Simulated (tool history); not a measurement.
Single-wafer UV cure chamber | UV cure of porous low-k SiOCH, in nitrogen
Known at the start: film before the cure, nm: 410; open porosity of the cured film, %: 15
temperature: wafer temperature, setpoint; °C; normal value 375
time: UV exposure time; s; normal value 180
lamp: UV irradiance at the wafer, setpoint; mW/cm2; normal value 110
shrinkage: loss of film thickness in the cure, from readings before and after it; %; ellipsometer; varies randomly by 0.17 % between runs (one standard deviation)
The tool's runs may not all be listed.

run	day	temperature	time	lamp	shrinkage
1	0.000	375	95	100	5.146
2	1.417	375	240	141	9.714
3	2.788	375	240	141	9.725
# day 4.933: quartz window cleaned
4	5.733	381	180	110	8.649
5	7.154	375	180	82	7.220
6	9.529	375	115	110	6.562
7	15.429	375	115	110	6.201
8	17.525	375	115	110	6.082
9	19.129	390	180	110	7.850
10	20.392	390	180	110	7.669
11	21.892	375	210	134	8.932
12	24.283	375	180	110	7.341
13	27.150	384	255	110	8.852
14	28.238	375	180	110	6.877
15	30.596	375	180	110	7.065
16	33.379	375	180	110	6.619
# day 34.662: quartz window cleaned
# day 35.479: UV bulbs replaced
17	35.592	375	180	110	9.128
18	36.708	375	180	110	8.857
19	39.200	375	180	110	9.077
20	41.142	375	180	110	8.992
21	43.892	375	180	110	8.646
22	45.908	375	180	110	8.923
23	46.917	375	180	110	8.417
24	49.908	375	180	110	8.489
25	52.246	380	145	110	7.669
26	57.946	375	180	110	8.312
27	60.088	392	180	79	7.256
# day 60.658: quartz window cleaned
28	62.458	375	180	110	9.150
29	64.875	375	115	110	7.509
30	66.738	375	220	110	9.597
31	68.562	375	180	110	8.670
32	69.592	390	180	110	8.856
33	72.262	375	225	78	8.090
34	73.446	365	150	134	8.810
35	75.792	380	220	147	10.709
36	77.654	375	180	110	8.557
37	80.612	365	225	144	10.282
38	81.912	375	180	78	6.684
39	83.971	375	180	110	8.185
# day 85.142: quartz window cleaned
40	86.312	375	180	86	7.862
41	88.917	375	180	73	6.976
42	90.750	375	260	110	9.990
43	93.212	375	180	110	8.757
44	94.488	375	180	110	8.439
45	96.125	375	180	110	8.447
46	97.217	375	180	110	8.537
47	99.358	375	180	81	7.296
48	101.062	380	110	132	7.101
49	102.396	365	180	146	9.353

4 options for the next run, each taken on its own from the tool as it stands now. Forecast them:
A	102.417	362	180	110	?
B	102.417	367	105	132	?
C	102.417	375	90	133	?
D	102.417	369	135	136	?

run	shrinkage
A	8.212
B	6.875
C	6.442
D	8.026
Without the tool's unlogged condition, the same runs would have read:
run	shrinkage
A	9.452
B	8.050
C	7.594
D	9.257
